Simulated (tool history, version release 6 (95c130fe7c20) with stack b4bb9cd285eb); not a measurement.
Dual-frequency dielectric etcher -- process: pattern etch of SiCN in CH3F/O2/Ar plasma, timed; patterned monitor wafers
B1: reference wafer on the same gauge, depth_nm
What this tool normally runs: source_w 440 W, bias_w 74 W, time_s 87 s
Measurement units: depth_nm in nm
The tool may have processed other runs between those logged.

{"run": 1, "hour": 0.0, "source_w": 440, "bias_w": 74, "time_s": 87, "B1": 38.66, "depth_nm": 34.75}
{"run": 2, "hour": 31.7, "source_w": 440, "bias_w": 74, "time_s": 87, "B1": 38.68, "depth_nm": 35.29}
{"run": 3, "hour": 138.0, "source_w": 440, "bias_w": 74, "time_s": 87, "B1": 38.7, "depth_nm": 35.67}
{"run": 4, "hour": 195.3, "source_w": 440, "bias_w": 74, "time_s": 78.5, "B1": 38.66, "depth_nm": 32.43}
{"hour": 229.9, "done": "wet clean of the chamber"}
{"run": 5, "hour": 256.3, "source_w": 440, "bias_w": 74, "time_s": 78.5, "B1": 38.7, "depth_nm": 31.51}
{"hour": 353.4, "done": "source power generator calibrated"}
{"hour": 376.5, "done": "upper electrode replaced"}
{"run": 6, "hour": 377.0, "source_w": 490, "bias_w": 74, "time_s": 87, "B1": 38.75, "depth_nm": 37.03}
{"run": 7, "hour": 431.1, "source_w": 490, "bias_w": 74, "time_s": 87, "B1": 38.72, "depth_nm": 37.1}
{"run": 8, "hour": 465.1, "source_w": 490, "bias_w": 74, "time_s": 87, "B1": 38.73, "depth_nm": 37.32}
{"run": 9, "hour": 496.5, "source_w": 440, "bias_w": 74, "time_s": 87, "B1": 38.66, "depth_nm": 35.74}
{"hour": 571.7, "done": "wet clean of the chamber"}
{"run": 10, "hour": 572.2, "source_w": 440, "bias_w": 74, "time_s": 87, "B1": 38.77, "depth_nm": 34.77}
{"run": 11, "hour": 625.9, "source_w": 440, "bias_w": 74, "time_s": 87, "B1": 38.62, "depth_nm": 34.99}
{"run": 12, "hour": 727.5, "source_w": 440, "bias_w": 74, "time_s": 87, "B1": 38.68, "depth_nm": 35.65}
{"run": 13, "hour": 754.3, "source_w": 440, "bias_w": 58, "time_s": 98, "B1": 38.79, "depth_nm": 37.28}
{"run": 14, "hour": 787.7, "source_w": 510, "bias_w": 61, "time_s": 65, "B1": 38.6, "depth_nm": 26.91}
{"run": 15, "hour": 838.0, "source_w": 400, "bias_w": 67, "time_s": 64, "B1": 38.64, "depth_nm": 24.51}
{"run": 16, "hour": 881.8, "source_w": 360, "bias_w": 74, "time_s": 80.5, "B1": 38.66, "depth_nm": 30.84}

Expected results for the next run?
{"hour": 936.6, "done": "gauge calibrated"}
{"hour": 967.7, "done": "wet clean of the chamber"}
{"run": 17, "hour": 1035.3, "source_w": 440, "bias_w": 74, "time_s": 87, "B1": "?", "depth_nm": "?"}

{"run 17": {"B1": 38.72, "depth_nm": 34.51}}
On a tool with no hidden condition, and with the same random variation, this run would have come out at depth_nm 34.39 nm.

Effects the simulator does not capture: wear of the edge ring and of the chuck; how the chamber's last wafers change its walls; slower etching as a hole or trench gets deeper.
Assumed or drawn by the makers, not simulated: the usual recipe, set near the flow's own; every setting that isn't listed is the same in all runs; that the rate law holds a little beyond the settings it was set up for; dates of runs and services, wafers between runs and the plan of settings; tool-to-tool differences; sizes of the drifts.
